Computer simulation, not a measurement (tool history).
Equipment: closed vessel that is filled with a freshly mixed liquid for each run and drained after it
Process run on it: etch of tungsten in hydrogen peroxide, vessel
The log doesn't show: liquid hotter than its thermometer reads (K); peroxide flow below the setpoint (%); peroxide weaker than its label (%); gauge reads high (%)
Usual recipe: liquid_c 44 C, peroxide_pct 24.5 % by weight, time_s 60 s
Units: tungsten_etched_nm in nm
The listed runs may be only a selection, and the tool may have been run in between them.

run	day	liquid_c	peroxide_pct	time_s	wafers since the last listed run	hours since the thermometer was replaced	hours since the peroxide flow meter was replaced	hours since the drum of peroxide was connected	hours since the gauge calibration	read-back film thickness of the tungsten reference wafer, read on the same gauge (nm)	tungsten_etched_nm
1	0	44	20.5	60	0	1384.9	740.1	772.5	605.4	79.99	76.14
2	0.721	44	24.5	60	1126	1402.2	757.4	789.8	622.7	79.99	83.67
3	1.733	44	24.5	60	1582	1426.5	781.7	814.1	647	79.97	83.59
4	3.021	44	24.5	60	2012	1457.4	812.6	845	677.9	79.99	83.05
5	3.912	44	24.5	40	1393	1478.8	834	866.4	699.3	80	55.21
6	4.492	44	24.5	40	905	1492.7	847.9	880.3	713.2	80.02	55.49
# day 4.879: peroxide flow meter replaced
7	5.708	44	24.5	40	1836	1521.9	19.9	909.5	742.4	80.04	55.72
# day 5.925: new drum of peroxide connected
8	6.9	44	24.5	60	1797	1550.5	48.5	23.4	771	79.99	86.44
9	8.038	44	24.5	60	1777	1577.8	75.8	50.7	798.3	80.02	87.6
10	8.679	44	24.5	60	1002	1593.2	91.2	66.1	813.7	80	87.64
11	10.175	44	24.5	60	2337	1629.1	127.1	102	849.6	79.98	87.66
12	11.142	36.5	30	60	1510	1652.3	150.3	125.2	872.8	79.97	59.06
13	12.254	37	30	40	1738	1679	177	151.9	899.5	79.99	40.82
14	12.929	44	24.5	60	1054	1695.2	193.2	168.1	915.7	79.98	86.49
# day 14.108: thermometer replaced
15	15.454	48	24.5	85	3880	32.3	253.8	228.7	976.3	80	158.5
16	16.238	44	28.5	60	1224	51.1	272.6	247.5	995.1	79.99	91.37
17	20.154	53	29	60	6121	145.1	366.6	341.5	1089.1	79.98	164.55
18	21.004	44	24.5	50	1328	165.5	387	361.9	1109.5	80	71.29
19	22.092	44	24.5	60	1699	191.6	413.1	388	1135.6	80	86.43
# day 22.8: gauge calibrated
20	23.475	46.5	24.5	60	2161	224.8	446.3	421.2	16.2	79.99	100.74
21	24.788	34	29	75	2051	256.3	477.8	452.7	47.7	79.98	60.72
22	26.242	37	22.5	35	2272	291.2	512.7	487.6	82.6	80.02	30.42
23	26.975	44	24.5	60	1146	308.8	530.3	505.2	100.2	79.98	86.26
24	28.396	50	24.5	60	2220	342.9	564.4	539.3	134.3	80	125.62
25	29.379	44	27.5	60	1536	366.5	588	562.9	157.9	79.98	89.36
26	30.1	51	30	85	1126	383.8	605.3	580.2	175.2	80.01	204.04
27	31	36.5	24.5	60	1406	405.4	626.9	601.8	196.8	80	52.8
28	31.783	44	24.5	60	1224	424.2	645.7	620.6	215.6	80.02	83.7
29	32.65	52	24.5	30	1354	445	666.5	641.4	236.4	80.01	71.1

5 options for the next run, each taken on its own from the tool as it stands now. Forecast them:
A	32.679	44	24.5	60	45	445.7	667.2	642.1	237.1	?	?
B	32.679	37	24.5	60	45	445.7	667.2	642.1	237.1	?	?
C	32.679	49	24.5	50	45	445.7	667.2	642.1	237.1	?	?
D	32.679	44	17.5	60	45	445.7	667.2	642.1	237.1	?	?
E	32.679	44	29	70	45	445.7	667.2	642.1	237.1	?	?

run	read-back film thickness of the tungsten reference wafer, read on the same gauge (nm)	tungsten_etched_nm
A	80	85.32
B	80	54.18
C	80	97.17
D	80	72.11
E	80	108.3
With no hidden state in the tool, these same runs would have given:
run	tungsten_etched_nm
A	88.15
B	55.97
C	100.39
D	74.5
E	111.89
